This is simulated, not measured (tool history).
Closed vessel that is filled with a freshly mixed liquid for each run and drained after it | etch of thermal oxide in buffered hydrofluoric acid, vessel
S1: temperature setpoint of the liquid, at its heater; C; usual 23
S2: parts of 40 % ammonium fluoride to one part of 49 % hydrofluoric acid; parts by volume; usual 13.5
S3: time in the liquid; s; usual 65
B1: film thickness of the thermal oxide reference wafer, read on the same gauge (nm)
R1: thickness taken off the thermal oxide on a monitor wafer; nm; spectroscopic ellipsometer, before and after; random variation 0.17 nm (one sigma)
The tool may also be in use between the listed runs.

| run | hour | S1 | S2 | S3 | B1 | R1 |
|---|---|---|---|---|---|---|
| 1 | 0 | 23 | 13.5 | 45 | 70 | 36.43 |
|  | 42.3 | thermometer replaced |
| 2 | 90.9 | 23 | 13.5 | 45 | 69.99 | 36.66 |
| 3 | 178.8 | 23 | 13.5 | 40 | 70.02 | 32.54 |
| 4 | 245.6 | 23 | 13.5 | 40 | 70.01 | 32.58 |
| 5 | 330.4 | 23 | 13.5 | 65 | 70.01 | 53.04 |
|  | 385.7 | gauge calibrated |
| 6 | 435.7 | 23 | 13.5 | 65 | 70 | 53.66 |
| 7 | 478.4 | 23 | 13.5 | 65 | 69.98 | 53.27 |
| 8 | 570.9 | 19.5 | 13.5 | 100 | 70.03 | 67.89 |
|  | 589.7 | thermometer replaced |
|  | 645.5 | hydrofluoric acid flow meter replaced |
| 9 | 648.2 | 23 | 13.5 | 90 | 69.99 | 71.65 |
| 10 | 737.3 | 24.5 | 11 | 65 | 69.98 | 68.88 |
| 11 | 825.4 | 20.5 | 19 | 65 | 69.99 | 32.25 |
| 12 | 893.7 | 23 | 13.5 | 65 | 69.98 | 52.19 |
| 13 | 976.4 | 23 | 18.5 | 45 | 70.01 | 26.54 |
| 14 | 1028.5 | 18.5 | 9 | 35 | 70.02 | 31.34 |
| 15 | 1101.6 | 26 | 13.5 | 65 | 69.97 | 61.78 |

Hidden state or all else? Some run-to-run changes of R1, split into what the settings, what came in and random variation would give without the hidden state, and what is left for the hidden state (with any gauge scatter that isn't in both results):
The hidden state here: liquid colder than its thermometer reads (K); hydrofluoric acid flow above the setpoint (%); gauge reads high (%).
Run 8 -> 9: S1 19.5 -> 23, S3 100 -> 90, thermometer replaced, hydrofluoric acid flow meter replaced. R1 +3.76 nm: hidden state -2.27, all else +6.03.
Run 10 -> 11: S1 24.5 -> 20.5, S2 11 -> 19. R1 -36.63 nm: hidden state -0.3, all else -36.33.
